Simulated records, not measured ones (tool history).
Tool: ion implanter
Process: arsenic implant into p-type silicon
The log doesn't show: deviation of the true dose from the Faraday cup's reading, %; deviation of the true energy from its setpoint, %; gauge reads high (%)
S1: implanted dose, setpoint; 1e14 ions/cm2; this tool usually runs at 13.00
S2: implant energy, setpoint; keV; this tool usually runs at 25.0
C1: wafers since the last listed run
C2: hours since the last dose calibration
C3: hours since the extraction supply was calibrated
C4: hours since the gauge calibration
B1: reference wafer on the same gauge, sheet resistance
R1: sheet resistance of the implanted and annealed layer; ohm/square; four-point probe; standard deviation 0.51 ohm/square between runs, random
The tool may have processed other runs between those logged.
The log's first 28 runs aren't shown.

run,hour,S1,S2,C1,C2,C3,C4,B1,R1
29,1675.0,11.96,19.0,1614,667.4,995.5,1128.7,87.55,102.76
30,1728.9,13.00,25.0,1405,721.3,1049.4,1182.6,87.44,95.01
31,1778.9,11.27,25.0,1304,771.3,1099.4,1232.6,87.41,104.60
32,1829.9,14.03,28.5,1330,822.3,1150.4,1283.6,87.61,88.72
33,1891.1,13.00,28.0,1596,883.5,1211.6,1344.8,87.48,92.88
34,1918.8,9.88,30.5,722,911.2,1239.3,1372.5,87.67,112.90
35,1956.7,14.08,30.0,988,949.1,1277.2,1410.4,87.47,87.90
36,1993.3,11.91,18.0,954,985.7,1313.8,1447.0,87.53,103.52
37,2040.7,9.71,18.0,1236,1033.1,1361.2,1494.4,87.45,118.18
38,2092.5,15.68,29.5,1351,1084.9,1413.0,1546.2,87.50,82.88

Alternative continuations, all from the tool just after run 38; predict every row:
A,2092.9,13.00,25.0,10,1085.3,1413.4,1546.6,?,?
B,2092.9,10.53,20.5,10,1085.3,1413.4,1546.6,?,?
C,2092.9,11.03,23.0,10,1085.3,1413.4,1546.6,?,?

run,B1,R1
A,87.60,95.22
B,87.60,111.20
C,87.60,106.74
Without the tool's unlogged condition, the same runs would have read:
run,R1
A,97.95
B,114.67
C,110.02

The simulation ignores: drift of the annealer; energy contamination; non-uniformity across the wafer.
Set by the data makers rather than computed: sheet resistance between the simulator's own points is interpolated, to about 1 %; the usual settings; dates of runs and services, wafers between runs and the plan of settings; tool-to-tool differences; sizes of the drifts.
